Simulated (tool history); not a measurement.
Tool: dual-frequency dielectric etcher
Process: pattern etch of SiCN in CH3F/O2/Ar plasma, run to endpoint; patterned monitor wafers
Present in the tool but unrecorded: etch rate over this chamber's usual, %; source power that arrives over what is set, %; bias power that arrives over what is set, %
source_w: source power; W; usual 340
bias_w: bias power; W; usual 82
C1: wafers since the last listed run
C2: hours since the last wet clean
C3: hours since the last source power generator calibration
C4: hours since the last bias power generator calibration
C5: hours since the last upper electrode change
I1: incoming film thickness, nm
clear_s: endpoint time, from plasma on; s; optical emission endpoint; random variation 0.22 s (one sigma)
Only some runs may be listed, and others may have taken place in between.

run 1 hour=0 | source_w=340 bias_w=82 | C1=0 C2=112.7 C3=3418.6 C4=4242.7 C5=4983.1 | I1=11.56 | clear_s=31.6
run 2 hour=30.7 | source_w=340 bias_w=82 | C1=425 C2=143.4 C3=3449.3 C4=4273.4 C5=5013.8 | I1=11.43 | clear_s=31.4
run 3 hour=55.7 | source_w=340 bias_w=68 | C1=346 C2=168.4 C3=3474.3 C4=4298.4 C5=5038.8 | I1=11.62 | clear_s=34.6
run 4 hour=72.1 | source_w=340 bias_w=82 | C1=227 C2=184.8 C3=3490.7 C4=4314.8 C5=5055.2 | I1=11.58 | clear_s=32.4
run 5 hour=85.3 | source_w=340 bias_w=82 | C1=182 C2=198 C3=3503.9 C4=4328 C5=5068.4 | I1=11.55 | clear_s=32.5
run 6 hour=118 | source_w=340 bias_w=82 | C1=453 C2=230.7 C3=3536.6 C4=4360.7 C5=5101.1 | I1=11.54 | clear_s=32.2
run 7 hour=132.9 | source_w=340 bias_w=82 | C1=206 C2=245.6 C3=3551.5 C4=4375.6 C5=5116 | I1=11.55 | clear_s=32.6
-- hour=140.7 bias power generator calibrated
run 8 hour=163.4 | source_w=340 bias_w=82 | C1=367 C2=276.1 C3=3582 C4=22.7 C5=5146.5 | I1=11.65 | clear_s=32.7
run 9 hour=194.7 | source_w=340 bias_w=82 | C1=433 C2=307.4 C3=3613.3 C4=54 C5=5177.8 | I1=11.54 | clear_s=32.8
run 10 hour=220.2 | source_w=340 bias_w=82 | C1=353 C2=332.9 C3=3638.8 C4=79.5 C5=5203.3 | I1=11.57 | clear_s=32.9
run 11 hour=255.3 | source_w=340 bias_w=82 | C1=486 C2=368 C3=3673.9 C4=114.6 C5=5238.4 | I1=11.68 | clear_s=33.4
run 12 hour=279 | source_w=340 bias_w=82 | C1=328 C2=391.7 C3=3697.6 C4=138.3 C5=5262.1 | I1=11.48 | clear_s=32.8
run 13 hour=298.6 | source_w=420 bias_w=101 | C1=271 C2=411.3 C3=3717.2 C4=157.9 C5=5281.7 | I1=11.47 | clear_s=27.3
-- hour=343.3 wet clean of the chamber
run 14 hour=343.8 | source_w=340 bias_w=82 | C1=293 C2=0.5 C3=3762.4 C4=203.1 C5=5326.9 | I1=11.6 | clear_s=31.8
run 15 hour=354.6 | source_w=360 bias_w=82 | C1=149 C2=11.3 C3=3773.2 C4=213.9 C5=5337.7 | I1=11.65 | clear_s=30.4
run 16 hour=372.6 | source_w=340 bias_w=82 | C1=249 C2=29.3 C3=3791.2 C4=231.9 C5=5355.7 | I1=11.61 | clear_s=31.9
-- hour=398.4 upper electrode replaced
run 17 hour=398.9 | source_w=340 bias_w=63 | C1=31 C2=55.6 C3=3817.5 C4=258.2 C5=0.5 | I1=11.56 | clear_s=35.1
run 18 hour=408.4 | source_w=340 bias_w=82 | C1=131 C2=65.1 C3=3827 C4=267.7 C5=10 | I1=11.63 | clear_s=32.1
run 19 hour=420.7 | source_w=280 bias_w=97 | C1=170 C2=77.4 C3=3839.3 C4=280 C5=22.3 | I1=11.87 | clear_s=34.7
run 20 hour=448.8 | source_w=310 bias_w=64 | C1=389 C2=105.5 C3=3867.4 C4=308.1 C5=50.4 | I1=11.66 | clear_s=37.3
-- hour=474 source power generator calibrated
run 21 hour=474.5 | source_w=310 bias_w=101 | C1=300 C2=131.2 C3=0.5 C4=333.8 C5=76.1 | I1=11.67 | clear_s=31.9
run 22 hour=488.5 | source_w=340 bias_w=82 | C1=193 C2=145.2 C3=14.5 C4=347.8 C5=90.1 | I1=11.64 | clear_s=32.1
run 23 hour=513.8 | source_w=340 bias_w=97 | C1=350 C2=170.5 C3=39.8 C4=373.1 C5=115.4 | I1=11.61 | clear_s=30.7
run 24 hour=528.2 | source_w=280 bias_w=97 | C1=199 C2=184.9 C3=54.2 C4=387.5 C5=129.8 | I1=11.56 | clear_s=34.1
run 25 hour=561.6 | source_w=370 bias_w=74 | C1=462 C2=218.3 C3=87.6 C4=420.9 C5=163.2 | I1=11.55 | clear_s=32
run 26 hour=590.9 | source_w=340 bias_w=82 | C1=405 C2=247.6 C3=116.9 C4=450.2 C5=192.5 | I1=11.61 | clear_s=32.8
run 27 hour=607 | source_w=370 bias_w=66 | C1=223 C2=263.7 C3=133 C4=466.3 C5=208.6 | I1=11.58 | clear_s=33.9
run 28 hour=621.3 | source_w=420 bias_w=102 | C1=198 C2=278 C3=147.3 C4=480.6 C5=222.9 | I1=11.52 | clear_s=26.7
run 29 hour=651.2 | source_w=260 bias_w=63 | C1=414 C2=307.9 C3=177.2 C4=510.5 C5=252.8 | I1=11.53 | clear_s=42.5
run 30 hour=674.1 | source_w=370 bias_w=82 | C1=317 C2=330.8 C3=200.1 C4=533.4 C5=275.7 | I1=11.76 | clear_s=31.8
run 31 hour=690.4 | source_w=370 bias_w=100 | C1=225 C2=347.1 C3=216.4 C4=549.7 C5=292 | I1=11.58 | clear_s=29.2
run 32 hour=715.4 | source_w=340 bias_w=82 | C1=346 C2=372.1 C3=241.4 C4=574.7 C5=317 | I1=11.55 | clear_s=33
run 33 hour=755 | source_w=270 bias_w=64 | C1=548 C2=411.7 C3=281 C4=614.3 C5=356.6 | I1=11.64 | clear_s=42.4
-- hour=781 wet clean of the chamber
run 34 hour=781.5 | source_w=310 bias_w=75 | C1=34 C2=0.5 C3=307.5 C4=640.8 C5=383.1 | I1=11.56 | clear_s=34.2

A few steps of clear_s between consecutive runs. Split each: what settings, incoming material and random variation would produce without the hidden state, and what is left over for the hidden state, along with gauge scatter present in only one of the two compared results (measured, and without hidden state):
Run 13 -> 14: source_w 420 -> 340, bias_w 101 -> 82, wet clean of the chamber. clear_s +4.5 s: hidden state -1.4, all else +5.9.
Run 28 -> 29: source_w 420 -> 260, bias_w 102 -> 63. clear_s +15.8 s: hidden state +0.8, all else +15.
Run 29 -> 30: source_w 260 -> 370, bias_w 63 -> 82. clear_s -10.7 s: hidden state -0.3, all else -10.4.
Run 32 -> 33: source_w 340 -> 270, bias_w 82 -> 64. clear_s +9.4 s: hidden state +0.7, all else +8.7.
Run 33 -> 34: source_w 270 -> 310, bias_w 64 -> 75, wet clean of the chamber. clear_s -8.2 s: hidden state -2.2, all else -6.

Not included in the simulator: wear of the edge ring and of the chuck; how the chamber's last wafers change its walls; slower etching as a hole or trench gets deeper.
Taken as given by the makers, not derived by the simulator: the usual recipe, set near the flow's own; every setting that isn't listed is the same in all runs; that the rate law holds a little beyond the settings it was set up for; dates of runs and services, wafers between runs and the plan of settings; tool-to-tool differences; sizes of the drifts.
